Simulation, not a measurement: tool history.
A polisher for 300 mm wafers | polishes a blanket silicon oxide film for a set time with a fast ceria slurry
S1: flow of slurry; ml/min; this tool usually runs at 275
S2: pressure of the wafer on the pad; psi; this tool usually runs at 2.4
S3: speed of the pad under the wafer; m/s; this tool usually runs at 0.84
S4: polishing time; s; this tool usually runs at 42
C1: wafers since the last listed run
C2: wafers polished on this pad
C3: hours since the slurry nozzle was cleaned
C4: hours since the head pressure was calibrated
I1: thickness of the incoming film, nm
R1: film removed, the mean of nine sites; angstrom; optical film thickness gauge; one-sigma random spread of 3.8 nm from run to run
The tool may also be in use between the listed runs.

{"run": 1, "hour": 0.0, "S1": 275, "S2": 2.4, "S3": 0.84, "S4": 47, "C1": 0, "C2": 4500, "C3": 254.3, "C4": 1205.6, "I1": 3613.7, "R1": 4651}
{"run": 2, "hour": 60.5, "S1": 275, "S2": 2.4, "S3": 0.84, "S4": 42, "C1": 585, "C2": 5085, "C3": 314.8, "C4": 1266.1, "I1": 3626.7, "R1": 4211}
{"hour": 80.3, "done": "worn pad replaced by a new one"}
{"hour": 85.6, "done": "head pressure recalibrated"}
{"run": 3, "hour": 166.0, "S1": 275, "S2": 2.4, "S3": 0.84, "S4": 42, "C1": 962, "C2": 809, "C3": 420.3, "C4": 80.4, "I1": 3680.1, "R1": 3903}
{"run": 4, "hour": 209.7, "S1": 275, "S2": 2.4, "S3": 0.84, "S4": 42, "C1": 422, "C2": 1232, "C3": 464, "C4": 124.1, "I1": 3638.4, "R1": 3849}
{"hour": 289.7, "done": "slurry nozzle cleaned"}
{"run": 5, "hour": 305.6, "S1": 275, "S2": 2.4, "S3": 0.84, "S4": 42, "C1": 917, "C2": 2150, "C3": 15.9, "C4": 220, "I1": 3662.8, "R1": 3966}
{"run": 6, "hour": 410.7, "S1": 275, "S2": 2.4, "S3": 0.84, "S4": 42, "C1": 1016, "C2": 3167, "C3": 121, "C4": 325.1, "I1": 3598.7, "R1": 3871}
{"run": 7, "hour": 491.6, "S1": 275, "S2": 1.9, "S3": 0.84, "S4": 42, "C1": 782, "C2": 3949, "C3": 201.9, "C4": 406, "I1": 3679.6, "R1": 3144}
{"run": 8, "hour": 548.1, "S1": 275, "S2": 2.4, "S3": 0.84, "S4": 39, "C1": 546, "C2": 4496, "C3": 258.4, "C4": 462.5, "I1": 3584, "R1": 3650}
{"run": 9, "hour": 589.3, "S1": 275, "S2": 2.4, "S3": 0.84, "S4": 42, "C1": 398, "C2": 4894, "C3": 299.6, "C4": 503.7, "I1": 3657.5, "R1": 3871}
{"hour": 627.7, "done": "worn pad replaced by a new one"}
{"run": 10, "hour": 643.9, "S1": 275, "S2": 2.4, "S3": 0.84, "S4": 42, "C1": 489, "C2": 156, "C3": 354.2, "C4": 558.3, "I1": 3651.9, "R1": 3979}
{"hour": 732.5, "done": "slurry nozzle cleaned"}
{"run": 11, "hour": 744.3, "S1": 275, "S2": 2.4, "S3": 0.84, "S4": 42, "C1": 961, "C2": 1117, "C3": 11.8, "C4": 658.7, "I1": 3612.6, "R1": 4027}
{"run": 12, "hour": 800.4, "S1": 275, "S2": 2.4, "S3": 0.84, "S4": 42, "C1": 542, "C2": 1660, "C3": 67.9, "C4": 714.8, "I1": 3635, "R1": 4086}
{"run": 13, "hour": 907.5, "S1": 275, "S2": 2.4, "S3": 0.84, "S4": 42, "C1": 1035, "C2": 2696, "C3": 175, "C4": 821.9, "I1": 3684.7, "R1": 4075}
{"run": 14, "hour": 944.0, "S1": 275, "S2": 2.4, "S3": 0.84, "S4": 42, "C1": 353, "C2": 3049, "C3": 211.5, "C4": 858.4, "I1": 3634.1, "R1": 4049}
{"run": 15, "hour": 983.2, "S1": 275, "S2": 2.1, "S3": 0.84, "S4": 47, "C1": 379, "C2": 3428, "C3": 250.7, "C4": 897.6, "I1": 3633.1, "R1": 4019}
{"run": 16, "hour": 1082.2, "S1": 275, "S2": 2.4, "S3": 1.06, "S4": 42, "C1": 957, "C2": 4386, "C3": 349.7, "C4": 996.6, "I1": 3629.2, "R1": 4995}
{"hour": 1165.4, "done": "worn pad replaced by a new one"}
{"run": 17, "hour": 1175.5, "S1": 275, "S2": 2.4, "S3": 0.84, "S4": 42, "C1": 863, "C2": 97, "C3": 443, "C4": 1089.9, "I1": 3631.2, "R1": 4139}
{"run": 18, "hour": 1249.8, "S1": 275, "S2": 2.4, "S3": 0.84, "S4": 42, "C1": 718, "C2": 816, "C3": 517.3, "C4": 1164.2, "I1": 3677.3, "R1": 4178}
{"hour": 1254.2, "done": "slurry nozzle cleaned"}
{"hour": 1254.9, "done": "head pressure recalibrated"}
{"run": 19, "hour": 1331.4, "S1": 250, "S2": 2.4, "S3": 0.84, "S4": 42, "C1": 772, "C2": 1589, "C3": 77.2, "C4": 76.5, "I1": 3622.9, "R1": 3176}
{"run": 20, "hour": 1434.1, "S1": 245, "S2": 2.4, "S3": 0.64, "S4": 42, "C1": 993, "C2": 2582, "C3": 179.9, "C4": 179.2, "I1": 3638.4, "R1": 2631}
{"run": 21, "hour": 1471.1, "S1": 275, "S2": 2.4, "S3": 0.84, "S4": 42, "C1": 357, "C2": 2940, "C3": 216.9, "C4": 216.2, "I1": 3610.2, "R1": 3284}
{"run": 22, "hour": 1541.0, "S1": 275, "S2": 2.4, "S3": 1.02, "S4": 42, "C1": 676, "C2": 3616, "C3": 286.8, "C4": 286.1, "I1": 3630.4, "R1": 3842}
{"hour": 1594.1, "done": "worn pad replaced by a new one"}
{"run": 23, "hour": 1630.5, "S1": 275, "S2": 3, "S3": 0.94, "S4": 42, "C1": 827, "C2": 352, "C3": 376.3, "C4": 375.6, "I1": 3666.8, "R1": 4546}
{"hour": 1640.7, "done": "head pressure recalibrated, repeated, since the last time left the tool worse"}
{"hour": 1713.7, "done": "slurry nozzle cleaned"}
{"run": 24, "hour": 1722.6, "S1": 275, "S2": 2.4, "S3": 0.84, "S4": 28, "C1": 861, "C2": 1214, "C3": 8.9, "C4": 81.9, "I1": 3577.9, "R1": 2565}
{"run": 25, "hour": 1786.1, "S1": 275, "S2": 2.4, "S3": 0.84, "S4": 38, "C1": 614, "C2": 1828, "C3": 72.4, "C4": 145.4, "I1": 3614.7, "R1": 3454}
{"run": 26, "hour": 1828.9, "S1": 275, "S2": 2.4, "S3": 0.84, "S4": 55, "C1": 414, "C2": 2242, "C3": 115.2, "C4": 188.2, "I1": 3623.8, "R1": 5089}
{"run": 27, "hour": 1875.4, "S1": 205, "S2": 1.8, "S3": 0.98, "S4": 51, "C1": 449, "C2": 2692, "C3": 161.7, "C4": 234.7, "I1": 3578.6, "R1": 3845}
{"run": 28, "hour": 1950.0, "S1": 275, "S2": 2.4, "S3": 0.84, "S4": 42, "C1": 721, "C2": 3413, "C3": 236.3, "C4": 309.3, "I1": 3668.9, "R1": 3816}
{"run": 29, "hour": 1987.8, "S1": 275, "S2": 2.4, "S3": 0.84, "S4": 42, "C1": 365, "C2": 3779, "C3": 274.1, "C4": 347.1, "I1": 3684.2, "R1": 3763}
{"run": 30, "hour": 2045.2, "S1": 205, "S2": 2.4, "S3": 1.1, "S4": 42, "C1": 555, "C2": 4334, "C3": 331.5, "C4": 404.5, "I1": 3668.3, "R1": 4747}
{"run": 31, "hour": 2093.2, "S1": 275, "S2": 2.4, "S3": 0.84, "S4": 42, "C1": 464, "C2": 4798, "C3": 379.5, "C4": 452.5, "I1": 3638.6, "R1": 3820}
{"hour": 2120.7, "done": "worn pad replaced by a new one"}
{"run": 32, "hour": 2178.5, "S1": 275, "S2": 2.1, "S3": 0.56, "S4": 55, "C1": 786, "C2": 558, "C3": 464.8, "C4": 537.8, "I1": 3590.8, "R1": 3251}
{"run": 33, "hour": 2256.7, "S1": 335, "S2": 1.8, "S3": 0.96, "S4": 42, "C1": 756, "C2": 1315, "C3": 543, "C4": 616, "I1": 3646.3, "R1": 3269}
{"hour": 2266.1, "done": "slurry nozzle cleaned"}
{"run": 34, "hour": 2363.8, "S1": 275, "S2": 2.4, "S3": 0.84, "S4": 42, "C1": 1026, "C2": 2341, "C3": 97.7, "C4": 723.1, "I1": 3676.8, "R1": 3865}
{"run": 35, "hour": 2416.2, "S1": 275, "S2": 1.8, "S3": 1.1, "S4": 54, "C1": 506, "C2": 2848, "C3": 150.1, "C4": 775.5, "I1": 3667.2, "R1": 4836}

Branching from run 35: 4 alternative next runs. What would each branch give?
{"run": "A", "hour": 2416.6, "S1": 275, "S2": 2.4, "S3": 0.84, "S4": 42, "C1": 3, "C2": 2852, "C3": 150.5, "C4": 775.9, "I1": 3676, "R1": "?"}
{"run": "B", "hour": 2416.6, "S1": 275, "S2": 2.4, "S3": 0.66, "S4": 48, "C1": 3, "C2": 2852, "C3": 150.5, "C4": 775.9, "I1": 3676, "R1": "?"}
{"run": "C", "hour": 2416.6, "S1": 275, "S2": 1.9, "S3": 0.66, "S4": 31, "C1": 3, "C2": 2852, "C3": 150.5, "C4": 775.9, "I1": 3676, "R1": "?"}
{"run": "D", "hour": 2416.6, "S1": 275, "S2": 1.9, "S3": 1.04, "S4": 55, "C1": 3, "C2": 2852, "C3": 150.5, "C4": 775.9, "I1": 3676, "R1": "?"}

run=A R1=3907
run=B R1=3673
run=C R1=1878
run=D R1=4849
With the hidden condition removed and each run's random variation left untouched, the same runs would have given:
run=A R1=3797
run=B R1=3570
run=C R1=1825
run=D R1=4712

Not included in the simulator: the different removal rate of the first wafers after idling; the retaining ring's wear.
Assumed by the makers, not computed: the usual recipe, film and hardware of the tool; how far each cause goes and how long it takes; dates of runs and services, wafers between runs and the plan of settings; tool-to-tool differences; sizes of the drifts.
